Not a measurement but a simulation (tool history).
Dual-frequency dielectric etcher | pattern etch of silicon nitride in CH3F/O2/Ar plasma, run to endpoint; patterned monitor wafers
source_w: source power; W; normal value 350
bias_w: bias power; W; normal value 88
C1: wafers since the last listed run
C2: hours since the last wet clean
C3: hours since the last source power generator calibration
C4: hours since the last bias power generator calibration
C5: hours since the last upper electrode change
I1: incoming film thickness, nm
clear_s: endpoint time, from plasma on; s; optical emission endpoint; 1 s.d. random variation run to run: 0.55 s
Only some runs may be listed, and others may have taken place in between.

{"run": 1, "hour": 0.0, "source_w": 350, "bias_w": 88, "C1": 0, "C2": 327.5, "C3": 3415.0, "C4": 3343.5, "C5": 4580.8, "I1": 48.98, "clear_s": 71.9}
{"run": 2, "hour": 16.0, "source_w": 350, "bias_w": 88, "C1": 159, "C2": 343.5, "C3": 3431.0, "C4": 3359.5, "C5": 4596.8, "I1": 49.01, "clear_s": 72.9}
{"run": 3, "hour": 22.7, "source_w": 350, "bias_w": 88, "C1": 66, "C2": 350.2, "C3": 3437.7, "C4": 3366.2, "C5": 4603.5, "I1": 49.26, "clear_s": 73.3}
{"run": 4, "hour": 31.5, "source_w": 350, "bias_w": 88, "C1": 87, "C2": 359.0, "C3": 3446.5, "C4": 3375.0, "C5": 4612.3, "I1": 49.03, "clear_s": 72.4}
{"run": 5, "hour": 67.0, "source_w": 350, "bias_w": 88, "C1": 354, "C2": 394.5, "C3": 3482.0, "C4": 3410.5, "C5": 4647.8, "I1": 48.94, "clear_s": 73.2}
{"run": 6, "hour": 84.0, "source_w": 350, "bias_w": 88, "C1": 169, "C2": 411.5, "C3": 3499.0, "C4": 3427.5, "C5": 4664.8, "I1": 49.4, "clear_s": 73.9}
{"run": 7, "hour": 99.9, "source_w": 350, "bias_w": 88, "C1": 158, "C2": 427.4, "C3": 3514.9, "C4": 3443.4, "C5": 4680.7, "I1": 49.35, "clear_s": 74.0}
{"run": 8, "hour": 116.2, "source_w": 350, "bias_w": 88, "C1": 162, "C2": 443.7, "C3": 3531.2, "C4": 3459.7, "C5": 4697.0, "I1": 49.73, "clear_s": 73.8}
{"run": 9, "hour": 125.6, "source_w": 410, "bias_w": 88, "C1": 93, "C2": 453.1, "C3": 3540.6, "C4": 3469.1, "C5": 4706.4, "I1": 48.73, "clear_s": 67.8}
{"run": 10, "hour": 135.7, "source_w": 410, "bias_w": 88, "C1": 100, "C2": 463.2, "C3": 3550.7, "C4": 3479.2, "C5": 4716.5, "I1": 48.46, "clear_s": 67.6}
{"run": 11, "hour": 151.6, "source_w": 410, "bias_w": 88, "C1": 158, "C2": 479.1, "C3": 3566.6, "C4": 3495.1, "C5": 4732.4, "I1": 49.01, "clear_s": 68.2}
{"run": 12, "hour": 164.9, "source_w": 380, "bias_w": 75, "C1": 132, "C2": 492.4, "C3": 3579.9, "C4": 3508.4, "C5": 4745.7, "I1": 49.0, "clear_s": 77.1}
{"run": 13, "hour": 175.4, "source_w": 350, "bias_w": 103, "C1": 104, "C2": 502.9, "C3": 3590.4, "C4": 3518.9, "C5": 4756.2, "I1": 49.5, "clear_s": 68.8}
{"run": 14, "hour": 189.0, "source_w": 420, "bias_w": 101, "C1": 135, "C2": 516.5, "C3": 3604.0, "C4": 3532.5, "C5": 4769.8, "I1": 49.62, "clear_s": 64.2}
{"run": 15, "hour": 205.1, "source_w": 290, "bias_w": 88, "C1": 160, "C2": 532.6, "C3": 3620.1, "C4": 3548.6, "C5": 4785.9, "I1": 49.1, "clear_s": 80.1}
{"run": 16, "hour": 214.4, "source_w": 280, "bias_w": 107, "C1": 92, "C2": 541.9, "C3": 3629.4, "C4": 3557.9, "C5": 4795.2, "I1": 49.36, "clear_s": 74.7}
{"hour": 241.5, "done": "bias power generator calibrated"}
{"hour": 245.2, "done": "upper electrode replaced"}
{"run": 17, "hour": 259.0, "source_w": 350, "bias_w": 88, "C1": 368, "C2": 586.5, "C3": 3674.0, "C4": 17.5, "C5": 13.8, "I1": 49.27, "clear_s": 74.7}
{"run": 18, "hour": 266.1, "source_w": 280, "bias_w": 88, "C1": 70, "C2": 593.6, "C3": 3681.1, "C4": 24.6, "C5": 20.9, "I1": 49.56, "clear_s": 83.8}
{"run": 19, "hour": 280.7, "source_w": 350, "bias_w": 88, "C1": 145, "C2": 608.2, "C3": 3695.7, "C4": 39.2, "C5": 35.5, "I1": 49.7, "clear_s": 75.1}
{"run": 20, "hour": 294.2, "source_w": 270, "bias_w": 107, "C1": 134, "C2": 621.7, "C3": 3709.2, "C4": 52.7, "C5": 49.0, "I1": 49.36, "clear_s": 76.2}
{"hour": 319.0, "done": "source power generator calibrated"}
{"hour": 321.7, "done": "wet clean of the chamber"}
{"run": 21, "hour": 322.2, "source_w": 390, "bias_w": 95, "C1": 212, "C2": 0.5, "C3": 3.2, "C4": 80.7, "C5": 77.0, "I1": 49.08, "clear_s": 64.4}
{"run": 22, "hour": 329.5, "source_w": 350, "bias_w": 88, "C1": 72, "C2": 7.8, "C3": 10.5, "C4": 88.0, "C5": 84.3, "I1": 49.36, "clear_s": 70.8}
{"run": 23, "hour": 345.3, "source_w": 410, "bias_w": 77, "C1": 157, "C2": 23.6, "C3": 26.3, "C4": 103.8, "C5": 100.1, "I1": 49.08, "clear_s": 70.8}
{"run": 24, "hour": 362.8, "source_w": 270, "bias_w": 74, "C1": 174, "C2": 41.1, "C3": 43.8, "C4": 121.3, "C5": 117.6, "I1": 49.21, "clear_s": 87.8}
{"run": 25, "hour": 371.4, "source_w": 350, "bias_w": 73, "C1": 85, "C2": 49.7, "C3": 52.4, "C4": 129.9, "C5": 126.2, "I1": 49.08, "clear_s": 78.2}
{"run": 26, "hour": 415.9, "source_w": 410, "bias_w": 73, "C1": 443, "C2": 94.2, "C3": 96.9, "C4": 174.4, "C5": 170.7, "I1": 49.23, "clear_s": 74.4}

Here are 3 independent what-if runs from the current tool condition. What would each one return?
{"run": "A", "hour": 416.3, "source_w": 350, "bias_w": 88, "C1": 3, "C2": 94.6, "C3": 97.3, "C4": 174.8, "C5": 171.1, "I1": 48.99, "clear_s": "?"}
{"run": "B", "hour": 416.3, "source_w": 440, "bias_w": 75, "C1": 3, "C2": 94.6, "C3": 97.3, "C4": 174.8, "C5": 171.1, "I1": 48.99, "clear_s": "?"}
{"run": "C", "hour": 416.3, "source_w": 350, "bias_w": 80, "C1": 3, "C2": 94.6, "C3": 97.3, "C4": 174.8, "C5": 171.1, "I1": 48.99, "clear_s": "?"}

run=A clear_s=72.4
run=B clear_s=70.8
run=C clear_s=76.0
With no hidden state in the tool, these same runs would have given:
run=A clear_s=71.5
run=B clear_s=69.9
run=C clear_s=75.0

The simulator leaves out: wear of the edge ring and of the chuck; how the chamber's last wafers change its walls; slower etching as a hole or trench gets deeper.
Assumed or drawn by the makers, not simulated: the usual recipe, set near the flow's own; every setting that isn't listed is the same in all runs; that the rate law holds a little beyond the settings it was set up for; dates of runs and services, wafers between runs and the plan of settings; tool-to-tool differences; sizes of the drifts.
